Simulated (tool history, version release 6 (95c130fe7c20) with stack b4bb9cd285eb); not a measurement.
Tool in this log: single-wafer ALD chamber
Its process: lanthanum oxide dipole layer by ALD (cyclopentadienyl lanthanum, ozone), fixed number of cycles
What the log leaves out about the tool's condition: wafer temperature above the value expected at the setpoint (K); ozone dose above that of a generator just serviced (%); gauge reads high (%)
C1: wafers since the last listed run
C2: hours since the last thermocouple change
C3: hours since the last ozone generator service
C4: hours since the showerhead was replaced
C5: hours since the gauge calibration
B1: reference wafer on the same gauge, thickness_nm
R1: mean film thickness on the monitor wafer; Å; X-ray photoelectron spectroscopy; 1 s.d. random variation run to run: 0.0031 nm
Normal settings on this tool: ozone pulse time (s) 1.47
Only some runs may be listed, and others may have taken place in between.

{"run": 1, "hour": 0.0, "ozone pulse time (s)": 1.76, "C1": 0, "C2": 1437.1, "C3": 998.2, "C4": 5353.9, "C5": 166.9, "B1": 0.664, "R1": 6.11}
{"run": 2, "hour": 46.3, "ozone pulse time (s)": 1.22, "C1": 646, "C2": 1483.4, "C3": 1044.5, "C4": 5400.2, "C5": 213.2, "B1": 0.666, "R1": 5.88}
{"run": 3, "hour": 83.5, "ozone pulse time (s)": 1.22, "C1": 519, "C2": 1520.6, "C3": 1081.7, "C4": 5437.4, "C5": 250.4, "B1": 0.664, "R1": 5.91}
{"run": 4, "hour": 137.2, "ozone pulse time (s)": 1.22, "C1": 749, "C2": 1574.3, "C3": 1135.4, "C4": 5491.1, "C5": 304.1, "B1": 0.665, "R1": 5.85}
{"run": 5, "hour": 170.1, "ozone pulse time (s)": 1.47, "C1": 459, "C2": 1607.2, "C3": 1168.3, "C4": 5524.0, "C5": 337.0, "B1": 0.665, "R1": 6.0}
{"run": 6, "hour": 195.8, "ozone pulse time (s)": 1.47, "C1": 358, "C2": 1632.9, "C3": 1194.0, "C4": 5549.7, "C5": 362.7, "B1": 0.664, "R1": 6.02}
{"run": 7, "hour": 252.7, "ozone pulse time (s)": 1.47, "C1": 794, "C2": 1689.8, "C3": 1250.9, "C4": 5606.6, "C5": 419.6, "B1": 0.664, "R1": 6.03}
{"run": 8, "hour": 323.5, "ozone pulse time (s)": 1.73, "C1": 988, "C2": 1760.6, "C3": 1321.7, "C4": 5677.4, "C5": 490.4, "B1": 0.664, "R1": 6.11}
{"run": 9, "hour": 390.3, "ozone pulse time (s)": 1.77, "C1": 932, "C2": 1827.4, "C3": 1388.5, "C4": 5744.2, "C5": 557.2, "B1": 0.662, "R1": 6.13}
{"hour": 428.5, "done": "gauge calibrated"}
{"run": 10, "hour": 453.8, "ozone pulse time (s)": 1.05, "C1": 886, "C2": 1890.9, "C3": 1452.0, "C4": 5807.7, "C5": 25.3, "B1": 0.664, "R1": 5.72}
{"hour": 519.2, "done": "thermocouple changed; heater temperature recalibrated"}
{"run": 11, "hour": 522.4, "ozone pulse time (s)": 1.47, "C1": 845, "C2": 3.2, "C3": 1520.6, "C4": 5876.3, "C5": 93.9, "B1": 0.664, "R1": 5.99}
{"hour": 543.0, "done": "ozone generator serviced"}
{"run": 12, "hour": 589.5, "ozone pulse time (s)": 1.94, "C1": 824, "C2": 70.3, "C3": 46.5, "C4": 5943.4, "C5": 161.0, "B1": 0.663, "R1": 6.17}
{"hour": 600.8, "done": "showerhead replaced"}
{"run": 13, "hour": 646.9, "ozone pulse time (s)": 1.04, "C1": 689, "C2": 127.7, "C3": 103.9, "C4": 46.1, "C5": 218.4, "B1": 0.664, "R1": 5.75}
{"run": 14, "hour": 700.7, "ozone pulse time (s)": 1.26, "C1": 750, "C2": 181.5, "C3": 157.7, "C4": 99.9, "C5": 272.2, "B1": 0.664, "R1": 5.91}
{"run": 15, "hour": 737.7, "ozone pulse time (s)": 1.47, "C1": 516, "C2": 218.5, "C3": 194.7, "C4": 136.9, "C5": 309.2, "B1": 0.663, "R1": 5.98}
{"run": 16, "hour": 795.0, "ozone pulse time (s)": 1.1, "C1": 799, "C2": 275.8, "C3": 252.0, "C4": 194.2, "C5": 366.5, "B1": 0.664, "R1": 5.83}
{"run": 17, "hour": 847.8, "ozone pulse time (s)": 1.65, "C1": 736, "C2": 328.6, "C3": 304.8, "C4": 247.0, "C5": 419.3, "B1": 0.664, "R1": 6.09}

What if the next run were any one of these 5? Each begins from the tool's condition after run 17:
{"run": "A", "hour": 848.2, "ozone pulse time (s)": 1.86, "C1": 5, "C2": 329.0, "C3": 305.2, "C4": 247.4, "C5": 419.7, "B1": "?", "R1": "?"}
{"run": "B", "hour": 848.2, "ozone pulse time (s)": 1.83, "C1": 5, "C2": 329.0, "C3": 305.2, "C4": 247.4, "C5": 419.7, "B1": "?", "R1": "?"}
{"run": "C", "hour": 848.2, "ozone pulse time (s)": 0.94, "C1": 5, "C2": 329.0, "C3": 305.2, "C4": 247.4, "C5": 419.7, "B1": "?", "R1": "?"}
{"run": "D", "hour": 848.2, "ozone pulse time (s)": 1.95, "C1": 5, "C2": 329.0, "C3": 305.2, "C4": 247.4, "C5": 419.7, "B1": "?", "R1": "?"}
{"run": "E", "hour": 848.2, "ozone pulse time (s)": 1.31, "C1": 5, "C2": 329.0, "C3": 305.2, "C4": 247.4, "C5": 419.7, "B1": "?", "R1": "?"}

run=A B1=0.663 R1=6.15
run=B B1=0.663 R1=6.14
run=C B1=0.663 R1=5.65
run=D B1=0.663 R1=6.17
run=E B1=0.663 R1=5.93
Stripped of hidden state, with their random variation kept, the same runs would have yielded:
run=A R1=6.15
run=B R1=6.14
run=C R1=5.65
run=D R1=6.17
run=E R1=5.93
